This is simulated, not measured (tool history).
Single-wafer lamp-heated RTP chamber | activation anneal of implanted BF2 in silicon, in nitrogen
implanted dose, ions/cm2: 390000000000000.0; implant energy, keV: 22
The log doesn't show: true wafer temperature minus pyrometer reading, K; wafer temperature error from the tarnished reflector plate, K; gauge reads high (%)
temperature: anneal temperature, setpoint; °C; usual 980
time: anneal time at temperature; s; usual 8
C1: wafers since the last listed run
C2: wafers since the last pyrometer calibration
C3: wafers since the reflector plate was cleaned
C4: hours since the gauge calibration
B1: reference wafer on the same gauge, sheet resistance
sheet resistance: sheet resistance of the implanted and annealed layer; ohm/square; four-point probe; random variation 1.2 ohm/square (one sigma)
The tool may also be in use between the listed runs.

{"run": 1, "day": 0.0, "temperature": 957, "time": 8, "C1": 0, "C2": 4642, "C3": 3242, "C4": 364.2, "B1": 326.15, "sheet resistance": 364.1}
{"run": 2, "day": 2.267, "temperature": 957, "time": 8, "C1": 888, "C2": 5530, "C3": 4130, "C4": 418.6, "B1": 325.98, "sheet resistance": 357.67}
{"run": 3, "day": 3.754, "temperature": 957, "time": 8, "C1": 582, "C2": 6113, "C3": 4713, "C4": 454.3, "B1": 325.7, "sheet resistance": 358.73}
{"run": 4, "day": 6.162, "temperature": 980, "time": 6, "C1": 943, "C2": 7056, "C3": 5657, "C4": 512.1, "B1": 325.93, "sheet resistance": 338.3}
{"run": 5, "day": 7.546, "temperature": 980, "time": 6, "C1": 541, "C2": 7598, "C3": 6199, "C4": 545.3, "B1": 325.97, "sheet resistance": 337.62}
{"day": 8.508, "done": "pyrometer window cleaned and pyrometer calibrated"}
{"run": 6, "day": 9.996, "temperature": 980, "time": 8, "C1": 829, "C2": 582, "C3": 7028, "C4": 604.1, "B1": 326.01, "sheet resistance": 344.13}
{"run": 7, "day": 12.042, "temperature": 980, "time": 8, "C1": 801, "C2": 1384, "C3": 7829, "C4": 653.2, "B1": 325.85, "sheet resistance": 339.55}
{"run": 8, "day": 13.408, "temperature": 980, "time": 7, "C1": 535, "C2": 1919, "C3": 8365, "C4": 686.0, "B1": 325.99, "sheet resistance": 344.58}
{"run": 9, "day": 15.771, "temperature": 980, "time": 8, "C1": 925, "C2": 2845, "C3": 9290, "C4": 742.7, "B1": 325.93, "sheet resistance": 341.75}
{"run": 10, "day": 17.879, "temperature": 980, "time": 8, "C1": 826, "C2": 3671, "C3": 10116, "C4": 793.3, "B1": 325.98, "sheet resistance": 340.38}
{"run": 11, "day": 19.212, "temperature": 980, "time": 5, "C1": 522, "C2": 4193, "C3": 10639, "C4": 825.3, "B1": 325.99, "sheet resistance": 341.55}
{"day": 20.912, "done": "reflector plate cleaned"}
{"run": 12, "day": 21.404, "temperature": 980, "time": 8, "C1": 728, "C2": 4921, "C3": 192, "C4": 877.9, "B1": 325.9, "sheet resistance": 341.42}
{"run": 13, "day": 24.133, "temperature": 997, "time": 13, "C1": 1069, "C2": 5991, "C3": 1261, "C4": 943.4, "B1": 325.9, "sheet resistance": 332.72}
{"run": 14, "day": 27.133, "temperature": 960, "time": 5, "C1": 1175, "C2": 7166, "C3": 2436, "C4": 1015.4, "B1": 325.88, "sheet resistance": 356.78}
{"day": 28.5, "done": "pyrometer window cleaned and pyrometer calibrated"}
{"run": 15, "day": 29.171, "temperature": 980, "time": 8, "C1": 667, "C2": 262, "C3": 3104, "C4": 1064.3, "B1": 325.86, "sheet resistance": 345.18}
{"run": 16, "day": 30.671, "temperature": 1003, "time": 8, "C1": 587, "C2": 850, "C3": 3692, "C4": 1100.3, "B1": 325.95, "sheet resistance": 334.26}

The next listed run, before its measurement:
{"run": 17, "day": 33.0, "temperature": 1008, "time": 8, "C1": 912, "C2": 1763, "C3": 4604, "C4": 1156.2, "B1": "?", "sheet resistance": "?"}

Run 17 gave B1 325.96, sheet resistance 332.47 ohm/square.
Without the tool's hidden state the same run would have given sheet resistance 334.00 ohm/square.
